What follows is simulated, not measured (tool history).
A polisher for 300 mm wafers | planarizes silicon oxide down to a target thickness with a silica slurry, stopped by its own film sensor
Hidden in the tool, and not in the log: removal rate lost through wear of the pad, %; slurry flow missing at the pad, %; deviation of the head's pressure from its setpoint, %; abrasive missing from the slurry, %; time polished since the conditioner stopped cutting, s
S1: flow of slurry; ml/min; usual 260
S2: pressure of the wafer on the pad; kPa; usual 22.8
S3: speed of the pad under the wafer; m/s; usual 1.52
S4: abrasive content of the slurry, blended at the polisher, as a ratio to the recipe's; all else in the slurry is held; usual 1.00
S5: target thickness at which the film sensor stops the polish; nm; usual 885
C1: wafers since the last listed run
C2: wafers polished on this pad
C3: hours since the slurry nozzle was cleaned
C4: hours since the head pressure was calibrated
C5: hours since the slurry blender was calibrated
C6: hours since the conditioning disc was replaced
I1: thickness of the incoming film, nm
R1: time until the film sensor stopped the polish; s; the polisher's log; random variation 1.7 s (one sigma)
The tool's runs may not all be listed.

Run 1, hour 0.0: usual settings; C1 0; C2 4; C3 582.8; C4 573.5; C5 332.9; C6 184.2; I1 1276.1. Result: R1 120.3 s.
At hour 1.9: slurry nozzle cleaned.
Run 2, hour 46.6: usual settings; C1 434; C2 439; C3 44.7; C4 620.1; C5 379.5; C6 230.8; I1 1246.6. Result: R1 111.3 s.
At hour 64.0: slurry blender recalibrated.
Run 3, hour 97.5: usual settings; C1 466; C2 905; C3 95.6; C4 671.0; C5 33.5; C6 281.7; I1 1283.0. Result: R1 122.9 s.
Run 4, hour 154.0: usual settings; C1 538; C2 1443; C3 152.1; C4 727.5; C5 90.0; C6 338.2; I1 1283.3. Result: R1 123.3 s.
Run 5, hour 197.6: usual settings; C1 415; C2 1859; C3 195.7; C4 771.1; C5 133.6; C6 381.8; I1 1251.2. Result: R1 118.0 s.
At hour 205.0: conditioning disc replaced and pad reconditioned.
Run 6, hour 256.2: usual settings; C1 539; C2 2398; C3 254.3; C4 829.7; C5 192.2; C6 51.2; I1 1258.1. Result: R1 125.7 s.
At hour 306.2: worn pad replaced by a new one.
Run 7, hour 322.5: usual settings; C1 593; C2 155; C3 320.6; C4 896.0; C5 258.5; C6 117.5; I1 1239.6. Result: R1 108.6 s.
Run 8, hour 352.8: usual settings; C1 288; C2 444; C3 350.9; C4 926.3; C5 288.8; C6 147.8; I1 1274.1. Result: R1 121.2 s.
Run 9, hour 403.3: usual settings; C1 481; C2 925; C3 401.4; C4 976.8; C5 339.3; C6 198.3; I1 1263.0. Result: R1 116.2 s.
At hour 428.2: slurry blender recalibrated.
Run 10, hour 469.3: usual settings; C1 610; C2 1535; C3 467.4; C4 1042.8; C5 41.1; C6 264.3; I1 1272.7. Result: R1 123.1 s.
Run 11, hour 531.2: usual settings; C1 589; C2 2125; C3 529.3; C4 1104.7; C5 103.0; C6 326.2; I1 1250.6. Result: R1 119.1 s.
At hour 539.4: conditioning disc replaced and pad reconditioned.
Run 12, hour 576.1: usual settings but S5 962 nm; C1 408; C2 2534; C3 574.2; C4 1149.6; C5 147.9; C6 36.7; I1 1245.8. Result: R1 97.1 s.
At hour 617.1: worn pad replaced by a new one.
Run 13, hour 642.8: usual settings but S2 30.3 kPa, S3 1.04 m/s; C1 597; C2 244; C3 640.9; C4 1216.3; C5 214.6; C6 103.4; I1 1272.8. Result: R1 122.2 s.
Run 14, hour 685.3: usual settings; C1 405; C2 650; C3 683.4; C4 1258.8; C5 257.1; C6 145.9; I1 1285.2. Result: R1 126.1 s.
At hour 727.1: slurry nozzle cleaned.
Run 15, hour 742.7: usual settings but S4 0.80; C1 537; C2 1187; C3 15.6; C4 1316.2; C5 314.5; C6 203.3; I1 1246.1. Result: R1 132.9 s.
At hour 767.1: head pressure recalibrated.
At hour 791.6: slurry blender recalibrated.
Run 16, hour 808.8: usual settings but S4 1.15; C1 591; C2 1779; C3 81.7; C4 41.7; C5 17.2; C6 269.4; I1 1262.9. Result: R1 111.0 s.
Run 17, hour 894.8: usual settings but S3 1.16 m/s; C1 819; C2 2599; C3 167.7; C4 127.7; C5 103.2; C6 355.4; I1 1249.3. Result: R1 148.6 s.
At hour 932.1: conditioning disc replaced and pad reconditioned.
Run 18, hour 942.5: usual settings; C1 435; C2 3034; C3 215.4; C4 175.4; C5 150.9; C6 10.4; I1 1260.9. Result: R1 134.4 s.
At hour 1000.1: worn pad replaced by a new one.
Run 19, hour 1003.9: usual settings but S1 215 ml/min, S3 1.34 m/s; C1 547; C2 36; C3 276.8; C4 236.8; C5 212.3; C6 71.8; I1 1244.5. Result: R1 121.1 s.
Run 20, hour 1044.8: usual settings but S2 29.6 kPa, S3 1.82 m/s, S4 1.30; C1 389; C2 425; C3 317.7; C4 277.7; C5 253.2; C6 112.7; I1 1276.2. Result: R1 79.3 s.
Run 21, hour 1115.3: usual settings but S1 330 ml/min, S4 1.10; C1 671; C2 1097; C3 388.2; C4 348.2; C5 323.7; C6 183.2; I1 1267.7. Result: R1 111.8 s.
At hour 1192.6: slurry blender recalibrated.
Run 22, hour 1268.1: usual settings but S4 1.25, S5 940 nm; C1 1437; C2 2535; C3 541.0; C4 501.0; C5 75.5; C6 336.0; I1 1267.9. Result: R1 98.7 s.
At hour 1287.9: conditioning disc replaced and pad reconditioned.
At hour 1316.0: worn pad replaced by a new one.
Run 23, hour 1319.7: usual settings; C1 434; C2 35; C3 592.6; C4 552.6; C5 127.1; C6 31.8; I1 1279.8. Result: R1 124.5 s.
At hour 1359.5: slurry nozzle cleaned.
Run 24, hour 1360.5: usual settings but S1 305 ml/min, S2 26.2 kPa, S3 1.68 m/s, S4 0.85; C1 379; C2 415; C3 1.0; C4 593.4; C5 167.9; C6 72.6; I1 1256.7. Result: R1 106.0 s.
Run 25, hour 1419.6: usual settings; C1 563; C2 978; C3 60.1; C4 652.5; C5 227.0; C6 131.7; I1 1280.5. Result: R1 124.6 s.
Run 26, hour 1488.7: usual settings but S3 2.04 m/s, S5 933 nm; C1 658; C2 1636; C3 129.2; C4 721.6; C5 296.1; C6 200.8; I1 1281.0. Result: R1 92.2 s.

3 ways to go on from here, each from the tool as it stands after run 26. What would each give?
Run A, hour 1489.2: usual settings; C1 4; C2 1641; C3 129.7; C4 722.1; C5 296.6; C6 201.3; I1 1255.7. Result: R1 ?.
Run B, hour 1489.2: usual settings but S1 210 ml/min, S2 30.3 kPa, S3 2.02 m/s, S5 828 nm; C1 4; C2 1641; C3 129.7; C4 722.1; C5 296.6; C6 201.3; I1 1255.7. Result: R1 ?.
Run C, hour 1489.2: usual settings but S4 0.80, S5 780 nm; C1 4; C2 1641; C3 129.7; C4 722.1; C5 296.6; C6 201.3; I1 1255.7. Result: R1 ?.

run     R1
  A  118.3
  B   93.2
  C  175.1
Without the tool's hidden state the same runs would have given:
run     R1
  A  113.2
  B   89.1
  C  167.5
